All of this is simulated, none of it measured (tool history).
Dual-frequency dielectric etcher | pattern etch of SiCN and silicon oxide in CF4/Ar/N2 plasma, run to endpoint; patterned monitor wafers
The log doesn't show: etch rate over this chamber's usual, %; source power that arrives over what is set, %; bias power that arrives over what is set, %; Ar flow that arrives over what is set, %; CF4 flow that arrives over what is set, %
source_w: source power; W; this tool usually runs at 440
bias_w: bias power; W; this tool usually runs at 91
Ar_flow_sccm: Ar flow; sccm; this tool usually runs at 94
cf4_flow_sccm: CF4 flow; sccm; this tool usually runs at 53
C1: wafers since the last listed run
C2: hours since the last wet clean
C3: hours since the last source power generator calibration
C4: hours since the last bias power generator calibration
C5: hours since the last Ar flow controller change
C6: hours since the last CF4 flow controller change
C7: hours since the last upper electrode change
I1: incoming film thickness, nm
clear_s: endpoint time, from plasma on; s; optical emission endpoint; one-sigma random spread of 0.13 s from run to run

{"run": 1, "hour": 0.0, "source_w": 440, "bias_w": 91, "Ar_flow_sccm": 94, "cf4_flow_sccm": 53, "C1": 0, "C2": 424.3, "C3": 1012.1, "C4": 3554.4, "C5": 1656.3, "C6": 1716.5, "C7": 878.6, "I1": 14.76, "clear_s": 16.5}
{"hour": 46.0, "done": "wet clean of the chamber"}
{"run": 2, "hour": 52.4, "source_w": 440, "bias_w": 91, "Ar_flow_sccm": 94, "cf4_flow_sccm": 53, "C1": 629, "C2": 6.4, "C3": 1064.5, "C4": 3606.8, "C5": 1708.7, "C6": 1768.9, "C7": 931, "I1": 14.91, "clear_s": 16.9}
{"run": 3, "hour": 93.8, "source_w": 440, "bias_w": 91, "Ar_flow_sccm": 94, "cf4_flow_sccm": 53, "C1": 917, "C2": 47.8, "C3": 1105.9, "C4": 3648.2, "C5": 1750.1, "C6": 1810.3, "C7": 972.4, "I1": 15.08, "clear_s": 17}
{"run": 4, "hour": 147.8, "source_w": 440, "bias_w": 91, "Ar_flow_sccm": 94, "cf4_flow_sccm": 53, "C1": 1196, "C2": 101.8, "C3": 1159.9, "C4": 3702.2, "C5": 1804.1, "C6": 1864.3, "C7": 1026.4, "I1": 14.75, "clear_s": 16.7}
{"run": 5, "hour": 224.1, "source_w": 440, "bias_w": 91, "Ar_flow_sccm": 94, "cf4_flow_sccm": 53, "C1": 1691, "C2": 178.1, "C3": 1236.2, "C4": 3778.5, "C5": 1880.4, "C6": 1940.6, "C7": 1102.7, "I1": 14.92, "clear_s": 17}
{"run": 6, "hour": 314.5, "source_w": 410, "bias_w": 91, "Ar_flow_sccm": 94, "cf4_flow_sccm": 50, "C1": 2003, "C2": 268.5, "C3": 1326.6, "C4": 3868.9, "C5": 1970.8, "C6": 2031, "C7": 1193.1, "I1": 14.86, "clear_s": 17.7}
{"run": 7, "hour": 418.9, "source_w": 410, "bias_w": 91, "Ar_flow_sccm": 94, "cf4_flow_sccm": 50, "C1": 2314, "C2": 372.9, "C3": 1431, "C4": 3973.3, "C5": 2075.2, "C6": 2135.4, "C7": 1297.5, "I1": 14.91, "clear_s": 17.9}
{"hour": 483.1, "done": "bias power generator calibrated"}
{"run": 8, "hour": 524.6, "source_w": 410, "bias_w": 91, "Ar_flow_sccm": 94, "cf4_flow_sccm": 50, "C1": 2254, "C2": 478.6, "C3": 1536.7, "C4": 41.5, "C5": 2180.9, "C6": 2241.1, "C7": 1403.2, "I1": 14.91, "clear_s": 17.7}
{"hour": 589.7, "done": "wet clean of the chamber"}
{"run": 9, "hour": 704.8, "source_w": 440, "bias_w": 91, "Ar_flow_sccm": 94, "cf4_flow_sccm": 53, "C1": 3462, "C2": 115.1, "C3": 1716.9, "C4": 221.7, "C5": 2361.1, "C6": 2421.3, "C7": 1583.4, "I1": 14.75, "clear_s": 16.5}
{"run": 10, "hour": 762.2, "source_w": 410, "bias_w": 91, "Ar_flow_sccm": 94, "cf4_flow_sccm": 50, "C1": 1272, "C2": 172.5, "C3": 1774.3, "C4": 279.1, "C5": 2418.5, "C6": 2478.7, "C7": 1640.8, "I1": 14.94, "clear_s": 17.6}
{"run": 11, "hour": 851.7, "source_w": 540, "bias_w": 69, "Ar_flow_sccm": 78, "cf4_flow_sccm": 48, "C1": 1983, "C2": 262, "C3": 1863.8, "C4": 368.6, "C5": 2508, "C6": 2568.2, "C7": 1730.3, "I1": 14.75, "clear_s": 15.2}
{"hour": 887.1, "done": "CF4 flow controller replaced"}
{"hour": 998.3, "done": "upper electrode replaced"}
{"hour": 1017.9, "done": "source power generator calibrated"}
{"hour": 1029.1, "done": "wet clean of the chamber"}
{"hour": 1059.1, "done": "Ar flow controller replaced"}
{"run": 12, "hour": 1072.3, "source_w": 360, "bias_w": 103, "Ar_flow_sccm": 112, "cf4_flow_sccm": 53, "C1": 3754, "C2": 43.2, "C3": 54.4, "C4": 589.2, "C5": 13.2, "C6": 185.2, "C7": 74, "I1": 14.99, "clear_s": 19.3}
{"run": 13, "hour": 1132.4, "source_w": 440, "bias_w": 91, "Ar_flow_sccm": 84, "cf4_flow_sccm": 53, "C1": 1332, "C2": 103.3, "C3": 114.5, "C4": 649.3, "C5": 73.3, "C6": 245.3, "C7": 134.1, "I1": 14.95, "clear_s": 16.7}
{"run": 14, "hour": 1231.7, "source_w": 480, "bias_w": 71, "Ar_flow_sccm": 112, "cf4_flow_sccm": 53, "C1": 2201, "C2": 202.6, "C3": 213.8, "C4": 748.6, "C5": 172.6, "C6": 344.6, "C7": 233.4, "I1": 14.9, "clear_s": 18.2}
{"run": 15, "hour": 1311.7, "source_w": 370, "bias_w": 91, "Ar_flow_sccm": 115, "cf4_flow_sccm": 49, "C1": 1773, "C2": 282.6, "C3": 293.8, "C4": 828.6, "C5": 252.6, "C6": 424.6, "C7": 313.4, "I1": 15, "clear_s": 20.7}
{"run": 16, "hour": 1416.1, "source_w": 440, "bias_w": 84, "Ar_flow_sccm": 79, "cf4_flow_sccm": 48, "C1": 2314, "C2": 387, "C3": 398.2, "C4": 933, "C5": 357, "C6": 529, "C7": 417.8, "I1": 14.83, "clear_s": 17}
{"run": 17, "hour": 1489.1, "source_w": 440, "bias_w": 72, "Ar_flow_sccm": 94, "cf4_flow_sccm": 65, "C1": 1618, "C2": 460, "C3": 471.2, "C4": 1006, "C5": 430, "C6": 602, "C7": 490.8, "I1": 14.96, "clear_s": 17.8}

Consider 4 possible next runs. They are alternatives, not a sequence: every one starts from the tool as it was left by run 17. What does each give?
{"run": "A", "hour": 1489.5, "source_w": 440, "bias_w": 113, "Ar_flow_sccm": 94, "cf4_flow_sccm": 53, "C1": 8, "C2": 460.4, "C3": 471.6, "C4": 1006.4, "C5": 430.4, "C6": 602.4, "C7": 491.2, "I1": 14.71, "clear_s": "?"}
{"run": "B", "hour": 1489.5, "source_w": 440, "bias_w": 91, "Ar_flow_sccm": 106, "cf4_flow_sccm": 53, "C1": 8, "C2": 460.4, "C3": 471.6, "C4": 1006.4, "C5": 430.4, "C6": 602.4, "C7": 491.2, "I1": 14.71, "clear_s": "?"}
{"run": "C", "hour": 1489.5, "source_w": 440, "bias_w": 111, "Ar_flow_sccm": 94, "cf4_flow_sccm": 53, "C1": 8, "C2": 460.4, "C3": 471.6, "C4": 1006.4, "C5": 430.4, "C6": 602.4, "C7": 491.2, "I1": 14.71, "clear_s": "?"}
{"run": "D", "hour": 1489.5, "source_w": 520, "bias_w": 99, "Ar_flow_sccm": 94, "cf4_flow_sccm": 63, "C1": 8, "C2": 460.4, "C3": 471.6, "C4": 1006.4, "C5": 430.4, "C6": 602.4, "C7": 491.2, "I1": 14.71, "clear_s": "?"}

run=A clear_s=15.6
run=B clear_s=17.3
run=C clear_s=15.7
run=D clear_s=14.1
Without the tool's hidden state the same runs would have given:
run=A clear_s=15.8
run=B clear_s=17.6
run=C clear_s=15.9
run=D clear_s=14.3

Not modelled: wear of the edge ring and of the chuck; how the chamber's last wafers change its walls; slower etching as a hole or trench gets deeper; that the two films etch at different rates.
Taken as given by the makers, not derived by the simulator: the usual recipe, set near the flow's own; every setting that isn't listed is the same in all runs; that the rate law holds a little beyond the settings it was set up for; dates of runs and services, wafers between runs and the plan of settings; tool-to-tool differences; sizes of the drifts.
